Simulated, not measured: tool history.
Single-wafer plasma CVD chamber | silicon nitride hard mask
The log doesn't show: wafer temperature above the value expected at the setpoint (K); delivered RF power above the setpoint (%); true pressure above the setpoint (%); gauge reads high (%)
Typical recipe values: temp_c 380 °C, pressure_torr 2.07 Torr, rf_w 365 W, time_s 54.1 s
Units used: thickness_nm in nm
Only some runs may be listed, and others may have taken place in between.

run    hour  temp_c  pressure_torr  rf_w  time_s  wafers since the last listed run  hours since the last thermocouple change  hours since the last RF generator calibration  hours since the last manometer calibration  hours since the showerhead was replaced  hours since the gauge calibration  read-back reference wafer on the same gauge, thickness_nm  thickness_nm
  1       0     380           2.07   365    54.1                                 0                                    2158.1                                         1302.6                                      1534.6                                   6518.1                              798.4                                                     84.431         86.96
  2    54.3     380           2.07   365    54.1                               990                                    2212.4                                         1356.9                                      1588.9                                   6572.4                              852.7                                                     84.385        87.382
  3   104.2     380           2.07   365    54.1                               910                                    2262.3                                         1406.8                                      1638.8                                   6622.3                              902.6                                                     84.562        86.573
  4   152.3     380           1.71   365    54.1                               877                                    2310.4                                         1454.9                                      1686.9                                   6670.4                              950.7                                                     84.628        85.393
      203.6  -- thermocouple changed; heater temperature recalibrated
  5   219.4     380           2.07   365    56.7                              1077                                      15.8                                           1522                                        1754                                   6737.5                             1017.8                                                     84.799        92.339
  6   274.7     380           2.07   365    54.1                              1008                                      71.1                                         1577.3                                      1809.3                                   6792.8                             1073.1                                                     84.934        87.161
  7   341.3     391            2.5   365    54.1                              1214                                     137.7                                         1643.9                                      1875.9                                   6859.4                             1139.7                                                     85.021        89.791
  8   365.4     380           2.07   365    54.1                               439                                     161.8                                           1668                                        1900                                   6883.5                             1163.8                                                     85.111        88.118
  9   402.3     368           2.07   305    59.9                               673                                     198.7                                         1704.9                                      1936.9                                   6920.4                             1200.7                                                     85.245         87.87
 10   447.2     380           2.32   365    54.1                               818                                     243.6                                         1749.8                                      1981.8                                   6965.3                             1245.6                                                     85.392        89.333
 11   494.5     380           2.07   365    54.1                               862                                     290.9                                         1797.1                                      2029.1                                   7012.6                             1292.9                                                     85.507        89.199
 12     649     394           2.07   315    61.4                              2818                                     445.4                                         1951.6                                      2183.6                                   7167.1                             1447.4                                                     85.896        91.803
 13   680.4     388           2.07   410    63.2                               572                                     476.8                                           1983                                        2215                                   7198.5                             1478.8                                                      85.97       110.631
 14   720.2     368           1.75   305    58.4                               725                                     516.6                                         2022.8                                      2254.8                                   7238.3                             1518.6                                                     86.085        83.723
 15   749.2     389           2.32   330    54.1                               528                                     545.6                                         2051.8                                      2283.8                                   7267.3                             1547.6                                                     86.284        84.569
      892.2  -- gauge calibrated
      906.7  -- RF generator calibrated
 16   930.6     380           1.73   435    54.1                              3162                                       727                                           23.9                                      2465.2                                   7448.7                               38.4                                                     83.535        93.404
 17   958.9     385           1.57   405    48.9                               516                                     755.3                                           52.2                                      2493.5                                     7477                               66.7                                                     83.607        79.859
      983.7  -- capacitance manometer re-zeroed and calibrated
     1024.4  -- showerhead replaced
 18  1029.6     380           2.07   365    54.1                               997                                       826                                          122.9                                        45.9                                      5.2                              137.4                                                     83.636        85.818
 19  1091.9     380           2.07   365    54.1                              1136                                     888.3                                          185.2                                       108.2                                     67.5                              199.7                                                      83.68        86.519
 20  1151.1     380           2.07   365    54.1                              1079                                     947.5                                          244.4                                       167.4                                    126.7                              258.9                                                      83.63        86.574
 21  1289.1     387           2.07   435    54.1                              2517                                    1085.5                                          382.4                                       305.4                                    264.7                              396.9                                                     83.871         96.01
 22  1331.2     380            1.7   420    48.7                               767                                    1127.6                                          424.5                                       347.5                                    306.8                                439                                                      83.83        82.625
 23  1364.9     380           1.77   415    54.1                               614                                    1161.3                                          458.2                                       381.2                                    340.5                              472.7                                                     83.783        90.821
 24  1435.6     380           1.76   325    54.1                              1289                                      1232                                          528.9                                       451.9                                    411.2                              543.4                                                     83.893        78.825
 25  1474.4     380           2.07   365    54.1                               707                                    1270.8                                          567.7                                       490.7                                      450                              582.2                                                     83.925        85.867
 26  1521.8     380           2.07   365    63.5                               864                                    1318.2                                          615.1                                       538.1                                    497.4                              629.6                                                     84.045       100.967
 27  1583.7     380           2.23   365    54.1                              1129                                    1380.1                                            677                                         600                                    559.3                              691.5                                                     83.988        87.734

A few steps of thickness_nm between consecutive runs. Split each: what settings, incoming material and random variation would produce without the hidden state, and what is left over for the hidden state, along with gauge scatter present in only one of the two compared results (measured, and without hidden state):
Run 12 -> 13: temp_c 394 -> 388, rf_w 315 -> 410, time_s 61.4 -> 63.2. thickness_nm +18.828 nm: hidden state +0.618, all else +18.21.
Run 13 -> 14: temp_c 388 -> 368, pressure_torr 2.07 -> 1.75, rf_w 410 -> 305, time_s 63.2 -> 58.4. thickness_nm -26.908 nm: hidden state -0.633, all else -26.275.
Run 15 -> 16: temp_c 389 -> 380, pressure_torr 2.32 -> 1.73, rf_w 330 -> 435, gauge calibrated, RF generator calibrated. thickness_nm +8.835 nm: hidden state -2.566, all else +11.401.

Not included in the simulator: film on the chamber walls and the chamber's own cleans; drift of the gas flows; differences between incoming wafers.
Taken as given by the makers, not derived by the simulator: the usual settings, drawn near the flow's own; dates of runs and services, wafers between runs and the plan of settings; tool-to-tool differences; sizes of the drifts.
